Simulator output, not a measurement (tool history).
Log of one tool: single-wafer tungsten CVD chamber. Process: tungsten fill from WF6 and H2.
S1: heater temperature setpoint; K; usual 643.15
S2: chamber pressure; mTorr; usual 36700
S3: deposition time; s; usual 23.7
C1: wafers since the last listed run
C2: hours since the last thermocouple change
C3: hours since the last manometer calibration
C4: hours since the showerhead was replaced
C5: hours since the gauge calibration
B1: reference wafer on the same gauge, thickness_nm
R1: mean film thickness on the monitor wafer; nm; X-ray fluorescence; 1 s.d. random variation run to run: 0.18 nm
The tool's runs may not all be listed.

run   hour      S1     S2    S3    C1     C2      C3      C4     C5      B1      R1
  1      0  643.15  36700  23.7     0  542.8   953.3  6298.7  418.1  33.676  39.832
  2   20.7  643.15  36700  23.7   526  563.5     974  6319.4  438.8  33.693  40.155
  3   42.1  643.15  36700  23.7   544  584.9   995.4  6340.8  460.2  33.743  40.134
  4   68.3  643.15  31800  22.3   666  611.1  1021.6    6367  486.4   33.71   33.41
  5   88.4  643.15  31800  22.3   510  631.2  1041.7  6387.1  506.5  33.711  33.505
  6  188.7  643.15  39000  21.8  2549  731.5    1142  6487.4  606.8  33.733  38.951
  7  205.2  643.15  39000  21.8   419    748  1158.5  6503.9  623.3  33.697  38.806
  8  235.9  643.15  41400  23.7   780  778.7  1189.2  6534.6    654  33.656  43.998
  9  270.7  643.15  41400  23.7   884  813.5    1224  6569.4  688.8  33.707  43.859
 10  301.5  643.15  41400  23.7   783  844.3  1254.8  6600.2  719.6  33.674  44.054
 11  321.9  643.15  36700  23.7   518  864.7  1275.2  6620.6    740  33.741  40.244
     351.3  -- gauge calibrated
 12  353.3  643.15  36700  23.7   798  896.1  1306.6    6652      2  33.707  40.438
     377.2  -- showerhead replaced
 13  386.1  635.15  27800  20.1   630  928.9  1339.4     8.9   34.8  33.734  22.099
     398.3  -- capacitance manometer re-zeroed and calibrated
 14  419.8  628.15  45200  21.3   653  962.6    21.5    42.6   68.5  33.727  29.391
 15  435.5  643.15  36700  23.7   399  978.3    37.2    58.3   84.2  33.697   40.39
     456.3  -- thermocouple changed; heater temperature recalibrated
 16  456.8  633.15  45300  28.2   338    0.5    58.5    79.6  105.5  33.696  44.056
 17  463.6  654.15  30800  27.8   172    7.3    65.3    86.4  112.3  33.709  51.972
 18  495.4  643.15  36700  20.4   808   39.1    97.1   118.2  144.1  33.674  34.564
 19  525.8  643.15  32900  26.5   772   69.5   127.5   148.6  174.5  33.688   41.01
 20  548.3  643.15  36700  23.7   572     92     150   171.1    197  33.702  40.184
 21    579  631.15  40000  23.7   780  122.7   180.7   201.8  227.7  33.713  32.362
 22  611.4  639.15  45700  27.6   823  155.1   213.1   234.2  260.1  33.748  49.417
 23  642.3  630.15  36700  22.4   785    186     244   265.1    291  33.748   28.04
 24  665.4  636.15  44500  22.4   587  209.1   267.1   288.2  314.1   33.69  37.342
 25  692.4  655.15  41200  19.2   686  236.1   294.1   315.2  341.1   33.66  46.067

What if the next run were any one of these 3? Each begins from the tool's condition after run 25:
  A  692.8  643.15  42400  23.7  10  236.5  294.5  315.6  341.5   ?   ?
  B  692.8  651.15  36700    27  10  236.5  294.5  315.6  341.5   ?   ?
  C  692.8  649.15  42000  20.5  10  236.5  294.5  315.6  341.5   ?   ?

run      B1      R1
  A  33.716  44.774
  B  33.716  54.819
  C  33.716  43.986
Without the tool's unlogged condition, the same runs would have read:
run      R1
  A  44.774
  B  54.819
  C  43.986
